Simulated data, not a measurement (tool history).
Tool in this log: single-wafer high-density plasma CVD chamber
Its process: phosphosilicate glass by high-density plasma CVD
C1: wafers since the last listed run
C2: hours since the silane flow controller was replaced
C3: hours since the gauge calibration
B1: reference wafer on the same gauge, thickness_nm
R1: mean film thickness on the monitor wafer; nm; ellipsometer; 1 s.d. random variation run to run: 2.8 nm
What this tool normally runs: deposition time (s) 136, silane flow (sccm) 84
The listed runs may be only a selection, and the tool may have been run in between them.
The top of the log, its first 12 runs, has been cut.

{"run": 13, "day": 12.138, "deposition time (s)": 136, "silane flow (sccm)": 84, "C1": 315, "C2": 2134.5, "C3": 792.4, "B1": 1110.378, "R1": 1154.376}
{"run": 14, "day": 13.342, "deposition time (s)": 136, "silane flow (sccm)": 84, "C1": 271, "C2": 2163.4, "C3": 821.3, "B1": 1108.632, "R1": 1153.168}
{"run": 15, "day": 14.221, "deposition time (s)": 136, "silane flow (sccm)": 84, "C1": 198, "C2": 2184.5, "C3": 842.4, "B1": 1109.703, "R1": 1151.8}
{"run": 16, "day": 15.421, "deposition time (s)": 136, "silane flow (sccm)": 84, "C1": 270, "C2": 2213.3, "C3": 871.2, "B1": 1110.344, "R1": 1155.394}
{"run": 17, "day": 16.2, "deposition time (s)": 126, "silane flow (sccm)": 84, "C1": 175, "C2": 2232, "C3": 889.9, "B1": 1109.532, "R1": 1069.018}
{"run": 18, "day": 17.567, "deposition time (s)": 136, "silane flow (sccm)": 84, "C1": 308, "C2": 2264.8, "C3": 922.7, "B1": 1110.238, "R1": 1158.45}
{"run": 19, "day": 18.129, "deposition time (s)": 125, "silane flow (sccm)": 84, "C1": 126, "C2": 2278.3, "C3": 936.2, "B1": 1110.163, "R1": 1067.07}
{"run": 20, "day": 19.171, "deposition time (s)": 136, "silane flow (sccm)": 84, "C1": 234, "C2": 2303.3, "C3": 961.2, "B1": 1109.947, "R1": 1152.019}
{"run": 21, "day": 20.292, "deposition time (s)": 136, "silane flow (sccm)": 84, "C1": 252, "C2": 2330.2, "C3": 988.1, "B1": 1109.521, "R1": 1156.853}
{"run": 22, "day": 21.267, "deposition time (s)": 136, "silane flow (sccm)": 84, "C1": 219, "C2": 2353.6, "C3": 1011.5, "B1": 1109.203, "R1": 1155.941}
{"run": 23, "day": 22.008, "deposition time (s)": 119, "silane flow (sccm)": 69, "C1": 167, "C2": 2371.4, "C3": 1029.3, "B1": 1110.408, "R1": 830.381}
{"run": 24, "day": 22.708, "deposition time (s)": 127, "silane flow (sccm)": 100, "C1": 157, "C2": 2388.2, "C3": 1046.1, "B1": 1110.429, "R1": 1284.284}
{"run": 25, "day": 24.033, "deposition time (s)": 124, "silane flow (sccm)": 84, "C1": 298, "C2": 2420, "C3": 1077.9, "B1": 1110.406, "R1": 1055.916}
{"run": 26, "day": 24.788, "deposition time (s)": 109, "silane flow (sccm)": 68, "C1": 169, "C2": 2438.1, "C3": 1096, "B1": 1108.57, "R1": 750.961}
{"run": 27, "day": 26.146, "deposition time (s)": 136, "silane flow (sccm)": 84, "C1": 306, "C2": 2470.7, "C3": 1128.6, "B1": 1108.926, "R1": 1155.268}
{"day": 27.0, "done": "silane flow controller replaced"}
{"run": 28, "day": 27.592, "deposition time (s)": 155, "silane flow (sccm)": 73, "C1": 250, "C2": 14.2, "C3": 1163.3, "B1": 1109.98, "R1": 1174.213}

The next listed run, before its measurement:
{"run": 29, "day": 28.646, "deposition time (s)": 127, "silane flow (sccm)": 100, "C1": 237, "C2": 39.5, "C3": 1188.6, "B1": "?", "R1": "?"}

{"run 29": {"B1": 1110.755, "R1": 1313.704}}
The same run, on a tool lacking any hidden state, would have yielded R1 1315.545 nm.
